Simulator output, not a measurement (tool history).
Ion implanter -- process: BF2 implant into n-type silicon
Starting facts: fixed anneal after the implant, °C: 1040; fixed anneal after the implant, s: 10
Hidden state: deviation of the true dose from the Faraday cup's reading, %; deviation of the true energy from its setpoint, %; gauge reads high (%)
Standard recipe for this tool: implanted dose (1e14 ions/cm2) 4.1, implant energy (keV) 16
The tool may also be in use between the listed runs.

run     day  implanted dose (1e14 ions/cm2)  implant energy (keV)  wafers since the last listed run  hours since the last dose calibration  hours since the extraction supply was calibrated  hours since the gauge calibration  read-back reference wafer on the same gauge, sheet resistance  sheet resistance of the implanted and annealed layer (ohm/square)
  1       0                             4.1                    16                                 0                                  747.2                                            1538.6                             1669.4                                                         266.06                                                             301.57
  2   2.529                             4.1                    16                               566                                  807.9                                            1599.3                             1730.1                                                         266.07                                                             300.11
      6.454  -- Faraday cup replaced and dose calibrated
  3   6.733                             4.1                    16                               866                                    6.7                                            1700.2                               1831                                                         266.01                                                              304.2
  4   7.954                             4.1                    16                               273                                     36                                            1729.5                             1860.3                                                         266.05                                                             303.32
  5   9.333                             4.1                    16                               308                                   69.1                                            1762.6                             1893.4                                                          266.1                                                             303.34
  6  10.579                             4.1                    16                               278                                     99                                            1792.5                             1923.3                                                         265.94                                                             302.94
  7  12.379                            3.19                    16                               403                                  142.2                                            1835.7                             1966.5                                                          265.9                                                             369.68
  8  13.596                            3.19                    16                               272                                  171.4                                            1864.9                             1995.7                                                         265.93                                                             369.72
  9  16.704                            4.47                    19                               695                                    246                                            1939.5                             2070.3                                                         265.96                                                             275.63
 10  18.567                            4.68                    16                               417                                  290.7                                            1984.2                               2115                                                         265.98                                                             274.46
 11  21.533                            4.68                    16                               664                                  361.9                                            2055.4                             2186.2                                                         266.04                                                             274.01
 12  23.212                            4.68                    16                               375                                  402.2                                            2095.7                             2226.5                                                            266                                                             275.17
 13  25.279                             4.1                    16                               462                                  451.8                                            2145.3                             2276.1                                                         265.99                                                             302.46
     25.662  -- extraction supply calibrated
 14  27.779                            4.42                  14.5                               485                                  511.8                                              50.8                             2336.1                                                          265.9                                                             288.86
 15  29.221                            5.08                    16                               322                                  546.4                                              85.4                             2370.7                                                         265.98                                                             256.43
     30.517  -- gauge calibrated
 16  31.354                            5.08                    16                               477                                  597.6                                             136.6                               20.1                                                         265.97                                                             256.21
 17  34.288                            3.57                  17.5                               656                                    668                                               207                               90.5                                                         265.96                                                             330.02
 18  36.738                            2.96                    13                               548                                  726.8                                             265.8                              149.3                                                         265.92                                                             399.62
 19  38.329                            3.73                  11.5                               356                                    765                                               304                              187.5                                                         265.88                                                             341.85
 20  40.817                            3.26                    19                               556                                  824.7                                             363.7                              247.2                                                         266.01                                                             350.92
 21  42.075                             4.1                    16                               281                                  854.9                                             393.9                              277.4                                                         266.06                                                             298.61
       43.1  -- Faraday cup replaced and dose calibrated
 22  44.379                            3.56                    16                               441                                   30.7                                             449.2                              332.7                                                         265.91                                                             336.69
 23   46.15                            3.62                  19.5                               396                                   73.2                                             491.7                              375.2                                                         265.93                                                             323.66
 24  48.396                             4.1                    16                               502                                  127.1                                             545.6                              429.1                                                         266.05                                                             301.54
 25  50.558                             3.4                    14                               484                                    179                                             597.5                                481                                                         265.99                                                             356.16
 26  53.071                             5.3                    11                               562                                  239.3                                             657.8                              541.3                                                         266.05                                                              276.7
 27  54.746                            2.97                  18.5                               375                                  279.5                                               698                              581.5                                                         265.96                                                             383.47
 28  57.512                             4.1                    16                               619                                  345.9                                             764.4                              647.9                                                         266.11                                                             301.57
 29  59.838                             4.1                  14.5                               520                                  401.7                                             820.2                              703.7                                                         266.04                                                             306.16
 30  61.729                            3.38                    14                               423                                  447.1                                             865.6                              749.1                                                         266.05                                                             356.64
 31  63.312                            4.65                    18                               354                                  485.1                                             903.6                              787.1                                                         265.89                                                             267.87
 32  64.933                             3.5                    16                               362                                    524                                             942.5                                826                                                         265.94                                                             339.75
 33  67.342                             4.1                    16                               539                                  581.8                                            1000.3                              883.8                                                         265.89                                                             299.54
 34  69.492                             4.1                    18                               481                                  633.4                                            1051.9                              935.4                                                         266.01                                                             294.75
 35  71.554                             4.6                  21.5                               461                                  682.9                                            1101.4                              984.9                                                         265.97                                                             261.78
 36  73.571                            4.73                    11                               451                                  731.3                                            1149.8                             1033.3                                                         265.97                                                             296.22
 37  75.358                            3.19                  13.5                               400                                  774.2                                            1192.7                             1076.2                                                          266.2                                                             373.15

Here are 4 independent what-if runs from the current tool condition. What would each one return?
  A  75.375                            3.38                    16                                 3                                  774.6                                            1193.1                             1076.6                                                              ?                                                                  ?
  B  75.375                            3.16                  11.5                                 3                                  774.6                                            1193.1                             1076.6                                                              ?                                                                  ?
  C  75.375                            5.07                    18                                 3                                  774.6                                            1193.1                             1076.6                                                              ?                                                                  ?
  D  75.375                             4.1                    12                                 3                                  774.6                                            1193.1                             1076.6                                                              ?                                                                  ?

run  read-back reference wafer on the same gauge, sheet resistance  sheet resistance of the implanted and annealed layer (ohm/square)
  A                                                            266                                                             348.62
  B                                                            266                                                             385.92
  C                                                            266                                                             250.31
  D                                                            266                                                             317.68
With the hidden condition removed and each run's random variation left untouched, the same runs would have given:
run  sheet resistance of the implanted and annealed layer (ohm/square)
  A                                                             351.19
  B                                                             388.27
  C                                                             251.54
  D                                                             318.93
